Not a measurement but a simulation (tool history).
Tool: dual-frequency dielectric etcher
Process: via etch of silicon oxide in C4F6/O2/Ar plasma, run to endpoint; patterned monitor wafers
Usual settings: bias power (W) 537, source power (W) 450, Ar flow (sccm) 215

run,hour,bias power (W),source power (W),Ar flow (sccm),wafers since the last listed run,hours since the last wet clean,hours since the last bias power generator calibration,hours since the last source power generator calibration,hours since the last Ar flow controller change,hours since the last upper electrode change,"incoming incoming film thickness, nm",endpoint time (s)
1,0,537,450,215,0,248.3,3641.9,1752.3,3391.1,5196.4,99.9,19.7
2,9.1,537,450,215,131,257.4,3651,1761.4,3400.2,5205.5,99.8,19.7
3,25.6,537,510,215,238,273.9,3667.5,1777.9,3416.7,5222,101.4,19.5
4,41.7,537,510,215,232,290,3683.6,1794,3432.8,5238.1,100.5,19.3
5,53.4,537,450,195,168,301.7,3695.3,1805.7,3444.5,5249.8,100.7,19.9
6,65.3,537,450,215,171,313.6,3707.2,1817.6,3456.4,5261.7,101.4,20.2
7,80.6,537,400,215,220,328.9,3722.5,1832.9,3471.7,5277,102.3,21
# hour 85.5: bias power generator calibrated
# hour 94.6: Ar flow controller replaced
# hour 117.3: wet clean of the chamber
8,117.8,537,450,215,64,0.5,32.3,1870.1,23.2,5314.2,99.5,19.2
# hour 125.8: source power generator calibrated
# hour 145.1: upper electrode replaced
9,145.6,637,390,181,64,28.3,60.1,19.8,51,0.5,100.7,19.1
10,146,537,500,264,5,28.7,60.5,20.2,51.4,0.9,100.6,19.3
11,153.2,537,450,215,103,35.9,67.7,27.4,58.6,8.1,101.6,19.7
12,166.7,479,420,164,194,49.4,81.2,40.9,72.1,21.6,100.9,20.3
13,178,667,450,189,163,60.7,92.5,52.2,83.4,32.9,100.8,18.3
14,195.2,537,450,240,248,77.9,109.7,69.4,100.6,50.1,101.2,19.8
15,207.4,613,410,186,176,90.1,121.9,81.6,112.8,62.3,100.7,19.2

How the hidden state differs across the entries between the runs, from the last listed run before each to the first after it:
Between runs 7 and 8: bias power generator calibrated (hour 85.5); Ar flow controller replaced (hour 94.6); wet clean of the chamber (hour 117.3)
  etch rate over this chamber's usual, %: -3.19 -> -0.087
  measured less the result without the state, endpoint time (s): +0.7 -> +0
Between runs 8 and 9: source power generator calibrated (hour 125.8); upper electrode replaced (hour 145.1)
  etch rate over this chamber's usual, %: -0.087 -> -0.349
  measured less the result without the state, endpoint time (s): +0 -> +0.1
